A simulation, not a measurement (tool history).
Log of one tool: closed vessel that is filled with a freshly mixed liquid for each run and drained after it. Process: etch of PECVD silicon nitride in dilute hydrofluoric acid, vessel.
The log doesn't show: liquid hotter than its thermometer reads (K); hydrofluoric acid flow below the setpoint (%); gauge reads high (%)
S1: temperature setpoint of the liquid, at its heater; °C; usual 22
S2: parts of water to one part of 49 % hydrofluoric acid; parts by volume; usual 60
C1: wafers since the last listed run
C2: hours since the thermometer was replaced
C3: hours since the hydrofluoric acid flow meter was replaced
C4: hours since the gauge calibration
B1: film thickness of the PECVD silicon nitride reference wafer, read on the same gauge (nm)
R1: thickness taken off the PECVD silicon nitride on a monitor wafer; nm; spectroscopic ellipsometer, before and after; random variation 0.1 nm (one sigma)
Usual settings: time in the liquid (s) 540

{"run": 1, "hour": 0.0, "S1": 22, "S2": 60, "time in the liquid (s)": 540, "C1": 0, "C2": 1646.4, "C3": 816.6, "C4": 133.2, "B1": 119.99, "R1": 12.97}
{"run": 2, "hour": 24.2, "S1": 22, "S2": 60, "time in the liquid (s)": 610, "C1": 2330, "C2": 1670.6, "C3": 840.8, "C4": 157.4, "B1": 119.99, "R1": 14.78}
{"run": 3, "hour": 69.3, "S1": 24, "S2": 60, "time in the liquid (s)": 660, "C1": 4342, "C2": 1715.7, "C3": 885.9, "C4": 202.5, "B1": 120.03, "R1": 18.12}
{"run": 4, "hour": 116.3, "S1": 24, "S2": 60, "time in the liquid (s)": 660, "C1": 4525, "C2": 1762.7, "C3": 932.9, "C4": 249.5, "B1": 120.01, "R1": 17.97}
{"hour": 137.8, "done": "hydrofluoric acid flow meter replaced"}
{"run": 5, "hour": 146.6, "S1": 24, "S2": 60, "time in the liquid (s)": 660, "C1": 2821, "C2": 1793, "C3": 8.8, "C4": 279.8, "B1": 120.02, "R1": 17.21}
{"run": 6, "hour": 179.2, "S1": 22, "S2": 60, "time in the liquid (s)": 540, "C1": 3139, "C2": 1825.6, "C3": 41.4, "C4": 312.4, "B1": 120.01, "R1": 12.19}
{"run": 7, "hour": 242.6, "S1": 22, "S2": 60, "time in the liquid (s)": 540, "C1": 6105, "C2": 1889, "C3": 104.8, "C4": 375.8, "B1": 119.97, "R1": 12.19}
{"run": 8, "hour": 298.2, "S1": 22, "S2": 60, "time in the liquid (s)": 540, "C1": 5354, "C2": 1944.6, "C3": 160.4, "C4": 431.4, "B1": 119.96, "R1": 12.1}
{"run": 9, "hour": 353.5, "S1": 22, "S2": 60, "time in the liquid (s)": 540, "C1": 5325, "C2": 1999.9, "C3": 215.7, "C4": 486.7, "B1": 119.99, "R1": 12.02}
{"run": 10, "hour": 382.9, "S1": 22, "S2": 60, "time in the liquid (s)": 540, "C1": 2831, "C2": 2029.3, "C3": 245.1, "C4": 516.1, "B1": 119.98, "R1": 12.08}
{"hour": 421.2, "done": "hydrofluoric acid flow meter replaced, repeated, since the last time left the tool worse"}
{"run": 11, "hour": 448.5, "S1": 20, "S2": 60, "time in the liquid (s)": 540, "C1": 6220, "C2": 2094.9, "C3": 27.3, "C4": 581.7, "B1": 119.98, "R1": 11.62}
{"run": 12, "hour": 495.6, "S1": 20, "S2": 60, "time in the liquid (s)": 540, "C1": 4535, "C2": 2142, "C3": 74.4, "C4": 628.8, "B1": 119.98, "R1": 11.73}
{"run": 13, "hour": 534.8, "S1": 25.5, "S2": 80, "time in the liquid (s)": 540, "C1": 3774, "C2": 2181.2, "C3": 113.6, "C4": 668, "B1": 119.98, "R1": 12.47}
{"run": 14, "hour": 599.5, "S1": 25.5, "S2": 80, "time in the liquid (s)": 540, "C1": 6230, "C2": 2245.9, "C3": 178.3, "C4": 732.7, "B1": 120.02, "R1": 12.58}
{"run": 15, "hour": 630.1, "S1": 22, "S2": 60, "time in the liquid (s)": 540, "C1": 2946, "C2": 2276.5, "C3": 208.9, "C4": 763.3, "B1": 120.03, "R1": 13.19}
{"hour": 646.6, "done": "thermometer replaced"}
{"run": 16, "hour": 680.2, "S1": 23.5, "S2": 90, "time in the liquid (s)": 760, "C1": 4728, "C2": 33.6, "C3": 259, "C4": 813.4, "B1": 119.96, "R1": 13.78}
{"hour": 702.1, "done": "gauge calibrated"}
{"run": 17, "hour": 740.7, "S1": 18, "S2": 40, "time in the liquid (s)": 225, "C1": 5825, "C2": 94.1, "C3": 319.5, "C4": 38.6, "B1": 120.01, "R1": 6.17}
{"run": 18, "hour": 765.3, "S1": 22, "S2": 60, "time in the liquid (s)": 540, "C1": 2368, "C2": 118.7, "C3": 344.1, "C4": 63.2, "B1": 120.02, "R1": 13.17}
{"run": 19, "hour": 818.6, "S1": 17, "S2": 35, "time in the liquid (s)": 750, "C1": 5132, "C2": 172, "C3": 397.4, "C4": 116.5, "B1": 120.01, "R1": 21.56}
{"run": 20, "hour": 1025.5, "S1": 25.5, "S2": 45, "time in the liquid (s)": 390, "C1": 19923, "C2": 378.9, "C3": 604.3, "C4": 323.4, "B1": 119.99, "R1": 15.76}
{"run": 21, "hour": 1053.0, "S1": 22, "S2": 40, "time in the liquid (s)": 245, "C1": 2648, "C2": 406.4, "C3": 631.8, "C4": 350.9, "B1": 119.99, "R1": 8.79}
{"run": 22, "hour": 1086.6, "S1": 26, "S2": 60, "time in the liquid (s)": 540, "C1": 3235, "C2": 440, "C3": 665.4, "C4": 384.5, "B1": 119.99, "R1": 16.94}
{"run": 23, "hour": 1110.9, "S1": 22, "S2": 50, "time in the liquid (s)": 625, "C1": 2340, "C2": 464.3, "C3": 689.7, "C4": 408.8, "B1": 119.96, "R1": 17.83}
{"run": 24, "hour": 1138.2, "S1": 22, "S2": 60, "time in the liquid (s)": 425, "C1": 2628, "C2": 491.6, "C3": 717, "C4": 436.1, "B1": 119.98, "R1": 10.15}

Run 25 comes next. What will it give?
{"run": 25, "hour": 1166.0, "S1": 22, "S2": 60, "time in the liquid (s)": 540, "C1": 2677, "C2": 519.4, "C3": 744.8, "C4": 463.9, "B1": "?", "R1": "?"}

Run 25 gave B1 120.02, R1 12.77 nm.
Without the tool's hidden state the same run would have given R1 13.29 nm.
